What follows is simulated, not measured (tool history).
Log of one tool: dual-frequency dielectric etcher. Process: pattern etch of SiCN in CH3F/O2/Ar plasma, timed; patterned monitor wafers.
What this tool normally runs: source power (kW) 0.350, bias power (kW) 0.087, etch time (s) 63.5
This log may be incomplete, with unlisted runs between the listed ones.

run    hour  source power (kW)  bias power (kW)  etch time (s)  read-back reference wafer on the same gauge, depth_nm  mean etch depth across the wafer (nm)
  1     0.0              0.350            0.073           63.5                                                  31.56                                  24.23
  2    90.0              0.350            0.073           63.5                                                  31.51                                  24.26
  3   163.5              0.350            0.087           57.5                                                  31.52                                  24.17
  4   228.6              0.350            0.087           57.5                                                  31.52                                  23.80
  5   322.8              0.350            0.087           49.0                                                  31.48                                  20.50
  6   379.1              0.350            0.087           49.0                                                  31.49                                  20.21
      491.2  -- wet clean of the chamber
  7   491.7              0.350            0.087           49.0                                                  31.50                                  20.53
  8   550.4              0.350            0.087           63.5                                                  31.53                                  26.30
  9   649.7              0.350            0.087           63.5                                                  31.49                                  26.22
 10   702.0              0.350            0.087           63.5                                                  31.45                                  26.47
 11   738.4              0.350            0.087           63.5                                                  31.45                                  26.46
      780.5  -- upper electrode replaced
 12   838.9              0.350            0.087           63.5                                                  31.47                                  26.34
 13   905.6              0.320            0.075           63.5                                                  31.48                                  23.45
      984.6  -- wet clean of the chamber
 14   985.1              0.410            0.087           63.5                                                  31.56                                  28.74
 15  1213.4              0.410            0.079           63.5                                                  31.45                                  27.55
     1223.8  -- gauge calibrated
     1245.0  -- source power generator calibrated
 16  1268.1              0.350            0.087           63.5                                                  31.53                                  27.09
 17  1329.0              0.350            0.087           56.0                                                  31.48                                  24.06
     1569.7  -- wet clean of the chamber
 18  1580.1              0.350            0.087           51.5                                                  31.53                                  22.15
     1656.5  -- bias power generator calibrated
 19  1676.5              0.350            0.087           63.5                                                  31.47                                  26.50
 20  1774.9              0.290            0.070           68.5                                                  31.55                                  23.13
 21  1876.5              0.350            0.094           69.5                                                  31.49                                  30.29
 22  2034.4              0.350            0.087           63.5                                                  31.46                                  26.56
 23  2121.9              0.350            0.087           54.0                                                  31.50                                  22.56
     2215.7  -- wet clean of the chamber
 24  2425.5              0.320            0.080           63.5                                                  31.52                                  24.17
 25  2490.8              0.270            0.087           63.5                                                  31.53                                  22.93

What if the next run were any one of these 3? Each begins from the tool's condition after run 25:
  A  2491.2              0.350            0.087           63.5                                                      ?                                      ?
  B  2491.2              0.390            0.068           63.5                                                      ?                                      ?
  C  2491.2              0.270            0.096           69.5                                                      ?                                      ?

run  read-back reference wafer on the same gauge, depth_nm  mean etch depth across the wafer (nm)
  A                                                  31.51                                  26.37
  B                                                  31.51                                  25.05
  C                                                  31.51                                  25.94
Stripped of hidden state, with their random variation kept, the same runs would have yielded:
run  mean etch depth across the wafer (nm)
  A                                  26.48
  B                                  25.18
  C                                  26.02
